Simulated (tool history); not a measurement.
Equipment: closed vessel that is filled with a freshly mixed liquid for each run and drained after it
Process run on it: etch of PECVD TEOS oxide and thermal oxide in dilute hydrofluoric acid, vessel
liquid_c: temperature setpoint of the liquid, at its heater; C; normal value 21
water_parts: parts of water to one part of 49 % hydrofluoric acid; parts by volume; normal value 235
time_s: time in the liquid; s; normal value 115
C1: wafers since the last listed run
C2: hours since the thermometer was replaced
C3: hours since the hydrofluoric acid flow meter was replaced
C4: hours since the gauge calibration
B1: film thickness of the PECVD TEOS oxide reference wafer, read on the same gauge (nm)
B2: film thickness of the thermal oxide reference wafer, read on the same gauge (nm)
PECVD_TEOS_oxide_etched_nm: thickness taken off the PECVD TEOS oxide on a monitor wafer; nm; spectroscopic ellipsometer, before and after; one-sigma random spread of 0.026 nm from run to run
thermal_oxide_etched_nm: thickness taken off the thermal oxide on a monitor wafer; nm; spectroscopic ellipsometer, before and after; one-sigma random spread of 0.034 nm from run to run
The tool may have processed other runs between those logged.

{"run": 1, "day": 0.0, "liquid_c": 21, "water_parts": 235, "time_s": 115, "C1": 0, "C2": 598.3, "C3": 417.5, "C4": 1901.3, "B1": 49.973, "B2": 119.982, "PECVD_TEOS_oxide_etched_nm": 4.52, "thermal_oxide_etched_nm": 1.708}
{"run": 2, "day": 1.538, "liquid_c": 21, "water_parts": 235, "time_s": 115, "C1": 4461, "C2": 635.2, "C3": 454.4, "C4": 1938.2, "B1": 49.991, "B2": 119.999, "PECVD_TEOS_oxide_etched_nm": 4.474, "thermal_oxide_etched_nm": 1.722}
{"run": 3, "day": 5.888, "liquid_c": 21, "water_parts": 235, "time_s": 115, "C1": 12623, "C2": 739.6, "C3": 558.8, "C4": 2042.6, "B1": 49.998, "B2": 119.955, "PECVD_TEOS_oxide_etched_nm": 4.464, "thermal_oxide_etched_nm": 1.686}
{"run": 4, "day": 8.479, "liquid_c": 17.5, "water_parts": 235, "time_s": 115, "C1": 7521, "C2": 801.8, "C3": 621, "C4": 2104.8, "B1": 49.992, "B2": 120.047, "PECVD_TEOS_oxide_etched_nm": 3.918, "thermal_oxide_etched_nm": 1.498}
{"run": 5, "day": 11.983, "liquid_c": 17.5, "water_parts": 235, "time_s": 115, "C1": 10169, "C2": 885.9, "C3": 705.1, "C4": 2188.9, "B1": 50.009, "B2": 119.968, "PECVD_TEOS_oxide_etched_nm": 3.907, "thermal_oxide_etched_nm": 1.501}
{"day": 14.292, "done": "thermometer replaced"}
{"run": 6, "day": 15.183, "liquid_c": 19.5, "water_parts": 235, "time_s": 115, "C1": 9165, "C2": 21.4, "C3": 781.9, "C4": 2265.7, "B1": 50.036, "B2": 119.985, "PECVD_TEOS_oxide_etched_nm": 4.222, "thermal_oxide_etched_nm": 1.625}
{"day": 15.296, "done": "hydrofluoric acid flow meter replaced"}
{"run": 7, "day": 19.083, "liquid_c": 21, "water_parts": 235, "time_s": 115, "C1": 11196, "C2": 115, "C3": 90.9, "C4": 2359.3, "B1": 50, "B2": 120.032, "PECVD_TEOS_oxide_etched_nm": 4.481, "thermal_oxide_etched_nm": 1.807}
{"run": 8, "day": 22.488, "liquid_c": 21, "water_parts": 235, "time_s": 115, "C1": 9878, "C2": 196.7, "C3": 172.6, "C4": 2441, "B1": 50.018, "B2": 120.02, "PECVD_TEOS_oxide_etched_nm": 4.489, "thermal_oxide_etched_nm": 1.738}
{"run": 9, "day": 25.071, "liquid_c": 21, "water_parts": 235, "time_s": 115, "C1": 7496, "C2": 258.7, "C3": 234.6, "C4": 2503, "B1": 50.008, "B2": 120.015, "PECVD_TEOS_oxide_etched_nm": 4.494, "thermal_oxide_etched_nm": 1.72}
{"run": 10, "day": 29.083, "liquid_c": 21, "water_parts": 235, "time_s": 115, "C1": 11644, "C2": 355, "C3": 330.9, "C4": 2599.3, "B1": 50, "B2": 119.985, "PECVD_TEOS_oxide_etched_nm": 4.458, "thermal_oxide_etched_nm": 1.708}
{"run": 11, "day": 32.583, "liquid_c": 21, "water_parts": 235, "time_s": 115, "C1": 10157, "C2": 439, "C3": 414.9, "C4": 2683.3, "B1": 50.015, "B2": 120.031, "PECVD_TEOS_oxide_etched_nm": 4.46, "thermal_oxide_etched_nm": 1.71}
{"run": 12, "day": 36.283, "liquid_c": 21, "water_parts": 235, "time_s": 115, "C1": 10737, "C2": 527.8, "C3": 503.7, "C4": 2772.1, "B1": 50, "B2": 120.024, "PECVD_TEOS_oxide_etched_nm": 4.535, "thermal_oxide_etched_nm": 1.756}
{"run": 13, "day": 37.871, "liquid_c": 21, "water_parts": 235, "time_s": 115, "C1": 4606, "C2": 565.9, "C3": 541.8, "C4": 2810.2, "B1": 50.014, "B2": 119.961, "PECVD_TEOS_oxide_etched_nm": 4.453, "thermal_oxide_etched_nm": 1.734}
{"run": 14, "day": 41.967, "liquid_c": 21, "water_parts": 235, "time_s": 50, "C1": 11886, "C2": 664.2, "C3": 640.1, "C4": 2908.5, "B1": 49.984, "B2": 119.978, "PECVD_TEOS_oxide_etched_nm": 1.944, "thermal_oxide_etched_nm": 0.76}
{"day": 42.121, "done": "hydrofluoric acid flow meter replaced"}
{"run": 15, "day": 43.688, "liquid_c": 21, "water_parts": 235, "time_s": 115, "C1": 4872, "C2": 705.5, "C3": 37.6, "C4": 2949.8, "B1": 49.993, "B2": 120.026, "PECVD_TEOS_oxide_etched_nm": 4.519, "thermal_oxide_etched_nm": 1.682}
{"day": 44.467, "done": "thermometer replaced"}
{"run": 16, "day": 47.108, "liquid_c": 22.5, "water_parts": 315, "time_s": 115, "C1": 9806, "C2": 63.4, "C3": 119.7, "C4": 3031.9, "B1": 50, "B2": 120.001, "PECVD_TEOS_oxide_etched_nm": 3.291, "thermal_oxide_etched_nm": 1.234}
{"run": 17, "day": 51.238, "liquid_c": 25, "water_parts": 290, "time_s": 80, "C1": 11982, "C2": 162.5, "C3": 218.8, "C4": 3131, "B1": 49.985, "B2": 119.996, "PECVD_TEOS_oxide_etched_nm": 2.791, "thermal_oxide_etched_nm": 1.073}
{"day": 51.438, "done": "gauge calibrated"}
{"run": 18, "day": 53.367, "liquid_c": 23, "water_parts": 295, "time_s": 90, "C1": 6178, "C2": 213.6, "C3": 269.9, "C4": 46.3, "B1": 50.01, "B2": 119.97, "PECVD_TEOS_oxide_etched_nm": 2.839, "thermal_oxide_etched_nm": 1.047}
{"run": 19, "day": 56.45, "liquid_c": 19, "water_parts": 320, "time_s": 115, "C1": 8947, "C2": 287.6, "C3": 343.9, "C4": 120.3, "B1": 50.008, "B2": 120.026, "PECVD_TEOS_oxide_etched_nm": 2.842, "thermal_oxide_etched_nm": 1.123}
{"run": 20, "day": 64.55, "liquid_c": 21, "water_parts": 235, "time_s": 115, "C1": 23506, "C2": 482, "C3": 538.3, "C4": 314.7, "B1": 50.014, "B2": 120.017, "PECVD_TEOS_oxide_etched_nm": 4.497, "thermal_oxide_etched_nm": 1.812}
{"run": 21, "day": 68.188, "liquid_c": 21, "water_parts": 235, "time_s": 45, "C1": 10556, "C2": 569.3, "C3": 625.6, "C4": 402, "B1": 50.028, "B2": 120.022, "PECVD_TEOS_oxide_etched_nm": 1.757, "thermal_oxide_etched_nm": 0.677}

Predict the results of run 22:
{"day": 68.438, "done": "hydrofluoric acid flow meter replaced"}
{"run": 22, "day": 71.379, "liquid_c": 21, "water_parts": 235, "time_s": 160, "C1": 9141, "C2": 645.9, "C3": 70.6, "C4": 478.6, "B1": "?", "B2": "?", "PECVD_TEOS_oxide_etched_nm": "?", "thermal_oxide_etched_nm": "?"}

{"run 22": {"B1": 49.997, "B2": 120.042, "PECVD_TEOS_oxide_etched_nm": 6.234, "thermal_oxide_etched_nm": 2.403}}
Had the tool carried no hidden state, the very same run would have given PECVD_TEOS_oxide_etched_nm 6.234 nm, thermal_oxide_etched_nm 2.403 nm.
